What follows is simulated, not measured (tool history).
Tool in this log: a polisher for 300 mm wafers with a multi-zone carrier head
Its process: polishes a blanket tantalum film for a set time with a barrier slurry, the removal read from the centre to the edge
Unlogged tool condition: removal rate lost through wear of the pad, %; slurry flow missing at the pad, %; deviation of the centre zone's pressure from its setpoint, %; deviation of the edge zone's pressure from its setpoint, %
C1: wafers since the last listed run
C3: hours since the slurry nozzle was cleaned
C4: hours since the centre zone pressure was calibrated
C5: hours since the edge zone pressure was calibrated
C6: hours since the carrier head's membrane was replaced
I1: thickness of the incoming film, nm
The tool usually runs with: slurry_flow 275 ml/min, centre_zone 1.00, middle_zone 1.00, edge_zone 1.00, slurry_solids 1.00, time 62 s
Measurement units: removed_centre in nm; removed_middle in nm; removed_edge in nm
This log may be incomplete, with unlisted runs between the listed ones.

Run 1, day 0.000: usual settings but edge_zone 1.06; C1 0; wafers polished on this pad 87; C3 385.5; C4 333.0; C5 986.7; C6 1800.8; I1 429.0. Result: removed_centre 96.5 nm, removed_middle 90.4 nm, removed_edge 97.0 nm.
Run 2, day 0.450: usual settings but edge_zone 1.06; C1 63; wafers polished on this pad 150; C3 396.3; C4 343.8; C5 997.5; C6 1811.6; I1 431.1. Result: removed_centre 96.5 nm, removed_middle 91.6 nm, removed_edge 97.6 nm.
Run 3, day 0.862: usual settings but edge_zone 1.06; C1 58; wafers polished on this pad 208; C3 406.2; C4 353.7; C5 1007.4; C6 1821.5; I1 426.9. Result: removed_centre 97.2 nm, removed_middle 91.8 nm, removed_edge 97.9 nm.
Run 4, day 1.500: usual settings; C1 90; wafers polished on this pad 299; C3 421.5; C4 369.0; C5 1022.7; C6 1836.8; I1 425.1. Result: removed_centre 97.8 nm, removed_middle 91.2 nm, removed_edge 93.4 nm.
Run 5, day 1.875: usual settings; C1 52; wafers polished on this pad 351; C3 430.5; C4 378.0; C5 1031.7; C6 1845.8; I1 431.5. Result: removed_centre 97.3 nm, removed_middle 89.7 nm, removed_edge 94.6 nm.
At day 2.304: carrier head's membrane replaced by a new one.
Run 6, day 2.325: usual settings; C1 34; wafers polished on this pad 386; C3 441.3; C4 388.8; C5 1042.5; C6 0.5; I1 427.6. Result: removed_centre 97.9 nm, removed_middle 91.0 nm, removed_edge 94.0 nm.
Run 7, day 2.492: usual settings but slurry_solids 0.85, time 77 s; C1 23; wafers polished on this pad 409; C3 445.3; C4 392.8; C5 1046.5; C6 4.5; I1 425.8. Result: removed_centre 112.7 nm, removed_middle 105.7 nm, removed_edge 106.7 nm.
At day 2.629: slurry nozzle cleaned.
Run 8, day 3.208: usual settings but slurry_flow 310 ml/min, centre_zone 0.91, middle_zone 0.94, slurry_solids 0.75; C1 95; wafers polished on this pad 505; C3 13.9; C4 410.0; C5 1063.7; C6 21.7; I1 426.4. Result: removed_centre 77.6 nm, removed_middle 74.2 nm, removed_edge 81.8 nm.
Run 9, day 4.471: usual settings but centre_zone 1.06, edge_zone 1.06, slurry_solids 1.15, time 82 s; C1 178; wafers polished on this pad 683; C3 44.2; C4 440.3; C5 1094.0; C6 52.0; I1 429.0. Result: removed_centre 144.1 nm, removed_middle 123.8 nm, removed_edge 130.1 nm.
At day 4.667: worn pad replaced by a new one.
At day 4.792: edge zone pressure recalibrated.
Run 10, day 4.812: usual settings but middle_zone 1.10, time 69 s; C1 12; wafers polished on this pad 8; C3 52.4; C4 448.5; C5 0.5; C6 60.2; I1 437.7. Result: removed_centre 111.8 nm, removed_middle 109.5 nm, removed_edge 105.8 nm.
At day 5.375: centre zone pressure recalibrated.
Run 11, day 5.525: usual settings; C1 88; wafers polished on this pad 97; C3 69.5; C4 3.6; C5 17.6; C6 77.3; I1 427.2. Result: removed_centre 89.4 nm, removed_middle 90.4 nm, removed_edge 96.5 nm.
Run 12, day 5.842: usual settings but slurry_flow 185 ml/min; C1 44; wafers polished on this pad 142; C3 77.1; C4 11.2; C5 25.2; C6 84.9; I1 432.8. Result: removed_centre 84.5 nm, removed_middle 85.3 nm, removed_edge 89.9 nm.
Run 13, day 6.408: usual settings but slurry_flow 190 ml/min, centre_zone 1.12, middle_zone 1.08; C1 80; wafers polished on this pad 222; C3 90.7; C4 24.8; C5 38.8; C6 98.5; I1 432.2. Result: removed_centre 94.5 nm, removed_middle 91.1 nm, removed_edge 90.7 nm.
Run 14, day 6.838: usual settings but centre_zone 0.93; C1 60; wafers polished on this pad 282; C3 101.0; C4 35.1; C5 49.1; C6 108.8; I1 432.8. Result: removed_centre 83.6 nm, removed_middle 92.2 nm, removed_edge 95.6 nm.

Measured minus without-hidden-state, run by run (identical run-to-run variation in each term; gauge scatter may differ):
run  removed_centre  removed_middle  removed_edge
  1            +6.2            -0.4          -0.4
  2            +6.4            -0.5          -0.6
  3            +6.5            -0.7          -0.7
  4            +6.8            -1.0          -0.9
  5            +6.7            -1.2          -1.2
  6            +6.8            -1.5          -1.5
  7            +7.8            -1.9          -1.9
  8            +5.3            -1.9          -2.0
  9            +8.9            -5.1          -5.3
 10           +11.0            -0.4          -0.3
 11            -0.7            -0.4          -0.4
 12            -0.7            -0.4          -0.5
 13            -1.0            -0.7          -0.6
 14            -1.1            -0.8          -0.9
